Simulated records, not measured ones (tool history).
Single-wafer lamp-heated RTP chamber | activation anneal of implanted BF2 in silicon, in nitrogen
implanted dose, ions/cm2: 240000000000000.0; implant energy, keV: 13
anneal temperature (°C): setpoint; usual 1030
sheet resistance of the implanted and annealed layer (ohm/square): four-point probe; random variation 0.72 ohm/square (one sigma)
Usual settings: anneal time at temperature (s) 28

run,hour,anneal temperature (°C),anneal time at temperature (s),wafers since the last listed run,wafers since the last pyrometer calibration,wafers since the reflector plate was cleaned,hours since the gauge calibration,"read-back reference wafer on the same gauge, sheet resistance",sheet resistance of the implanted and annealed layer (ohm/square)
1,0.0,1042,28,0,1887,4696,486.1,555.84,478.83
2,59.1,1042,28,605,2492,5301,545.2,556.02,477.15
3,82.1,1042,28,235,2728,5537,568.2,556.00,476.41
4,131.4,1030,22,505,3233,6042,617.5,555.96,483.25
5,166.5,1030,22,359,3593,6402,652.6,555.96,483.32
6,201.3,1030,22,356,3949,6759,687.4,555.83,483.56
7,214.6,1030,17,136,4086,6895,700.7,555.95,486.77
8,239.0,1030,17,250,4336,7145,725.1,555.77,486.51
# hour 243.4: gauge calibrated
9,267.1,1045,28,287,4624,7433,23.7,556.04,474.99
10,299.7,1030,28,334,4958,7767,56.3,555.89,479.11
# hour 319.9: pyrometer window cleaned and pyrometer calibrated
11,320.4,1030,28,130,5,7897,77.0,555.96,479.61
12,332.4,1018,28,122,128,8020,89.0,555.94,484.28
13,364.0,1020,36,323,452,8344,120.6,555.97,480.41
14,468.7,1020,36,1072,1525,9417,225.3,556.19,479.73
# hour 479.9: reflector plate cleaned
15,574.7,1020,36,1004,2529,971,331.3,556.23,478.77
16,608.6,1030,28,347,2876,1319,365.2,556.02,480.78
17,630.0,1030,28,219,3095,1538,386.6,556.06,479.76
18,724.5,1020,17,968,4064,2506,481.1,556.02,488.88
19,736.7,1010,18,125,4189,2631,493.3,556.09,488.88
20,757.9,1018,41,217,4406,2848,514.5,555.93,477.03
21,781.2,1030,22,238,4645,3087,537.8,555.93,481.62
22,812.3,1042,28,318,4963,3406,568.9,555.90,474.16
23,844.3,1022,23,327,5291,3734,600.9,556.21,483.16
24,876.6,1030,35,330,5622,4065,633.2,555.88,474.59
# hour 898.2: pyrometer window cleaned and pyrometer calibrated
25,898.7,1045,21,144,4,4209,655.3,555.77,482.33
26,925.8,1030,28,277,282,4487,682.4,555.83,480.48
# hour 926.7: gauge calibrated
27,947.2,1052,22,219,501,4706,20.5,555.97,480.05
28,970.2,1017,17,235,737,4942,43.5,556.10,490.01
29,1002.6,1020,33,332,1069,5274,75.9,556.03,481.27
30,1029.7,1049,40,277,1347,5552,103.0,555.93,469.23
31,1099.9,1043,13,719,2066,6271,173.2,555.87,489.09
32,1119.2,1038,28,197,2264,6469,192.5,555.99,477.88
33,1151.8,1044,28,334,2598,6803,225.1,555.86,478.10
34,1179.7,1044,11,285,2884,7089,253.0,555.91,488.33
35,1200.3,1030,28,211,3095,7300,273.6,556.36,479.75

The same runs without the tool's hidden state, with the same run-to-run variation:
The hidden state here: true wafer temperature minus pyrometer reading, K; wafer temperature error from the tarnished reflector plate, K; gauge reads high (%).
run,sheet resistance of the implanted and annealed layer (ohm/square)
1,479.27
2,477.89
3,477.29
4,484.16
5,484.44
6,484.92
7,488.17
8,488.08
9,477.90
10,481.44
11,480.04
12,484.78
13,480.95
14,480.49
15,479.98
16,482.01
17,481.11
18,490.69
19,491.02
20,479.77
21,483.97
22,478.06
23,486.03
24,478.76
25,482.55
26,480.68
27,480.37
28,490.25
29,481.62
30,469.91
31,489.61
32,478.62
33,479.17
34,489.09
35,480.81
